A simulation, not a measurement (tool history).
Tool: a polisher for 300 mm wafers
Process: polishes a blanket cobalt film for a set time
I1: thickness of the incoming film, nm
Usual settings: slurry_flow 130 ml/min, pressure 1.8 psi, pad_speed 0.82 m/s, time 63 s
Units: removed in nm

Run 1, hour 0.0: usual settings but pad_speed 0.62 m/s; I1 1327.7. Result: removed 179.3 nm.
Run 2, hour 16.4: usual settings but pad_speed 0.62 m/s; I1 1350.0. Result: removed 175.9 nm.
Run 3, hour 22.5: usual settings but pad_speed 0.62 m/s; I1 1320.6. Result: removed 174.4 nm.
Run 4, hour 35.4: usual settings but time 47 s; I1 1315.7. Result: removed 176.8 nm.
Run 5, hour 48.6: usual settings but time 47 s; I1 1339.3. Result: removed 173.8 nm.
Run 6, hour 56.9: usual settings but time 47 s; I1 1318.2. Result: removed 176.7 nm.
Run 7, hour 64.1: usual settings; I1 1338.7. Result: removed 240.6 nm.
Run 8, hour 80.9: usual settings; I1 1339.5. Result: removed 236.7 nm.
Run 9, hour 92.1: usual settings; I1 1318.1. Result: removed 235.9 nm.
Run 10, hour 101.4: usual settings but pressure 2.0 psi; I1 1352.4. Result: removed 261.2 nm.
Run 11, hour 115.0: usual settings but pressure 2.0 psi; I1 1328.3. Result: removed 260.1 nm.
Run 12, hour 122.0: usual settings; I1 1330.6. Result: removed 236.4 nm.
Run 13, hour 128.9: usual settings; I1 1328.6. Result: removed 231.9 nm.
Run 14, hour 143.5: usual settings; I1 1341.9. Result: removed 236.1 nm.
Run 15, hour 152.7: usual settings; I1 1314.3. Result: removed 238.3 nm.
Run 16, hour 159.7: usual settings but slurry_flow 100 ml/min, time 76 s; I1 1336.8. Result: removed 269.0 nm.
Run 17, hour 165.8: usual settings but pad_speed 0.60 m/s; I1 1302.3. Result: removed 173.8 nm.
Run 18, hour 181.2: usual settings but pressure 2.0 psi; I1 1358.7. Result: removed 267.5 nm.
Run 19, hour 191.0: usual settings but pad_speed 0.68 m/s, time 48 s; I1 1318.5. Result: removed 149.7 nm.
Run 20, hour 204.1: usual settings but slurry_flow 105 ml/min, pad_speed 0.90 m/s, time 47 s; I1 1333.4. Result: removed 181.3 nm.
Run 21, hour 218.3: usual settings; I1 1340.9. Result: removed 236.4 nm.
Run 22, hour 231.9: usual settings but slurry_flow 85 ml/min, time 80 s; I1 1324.6. Result: removed 260.1 nm.
Run 23, hour 243.6: usual settings but slurry_flow 100 ml/min, pad_speed 0.90 m/s, time 55 s; I1 1331.4. Result: removed 210.6 nm.
Run 24, hour 256.5: usual settings but slurry_flow 170 ml/min, pad_speed 1.00 m/s; I1 1340.5. Result: removed 304.3 nm.
Run 25, hour 269.4: usual settings but slurry_flow 165 ml/min, pad_speed 0.90 m/s, time 82 s; I1 1325.7. Result: removed 349.3 nm.

Not shown: 4 entries that the log had between the listed runs. Between which runs, and how does the tool's hidden state differ before and after?
Between runs 8 and 9: slurry nozzle cleaned (hour 85.9); worn pad replaced by a new one (hour 91.6)
  no hidden state differs between the two runs
Between runs 9 and 10: head pressure recalibrated (hour 95.9)
  no hidden state differs between the two runs
Between runs 24 and 25: worn pad replaced by a new one (hour 260.9)
  no hidden state differs between the two runs
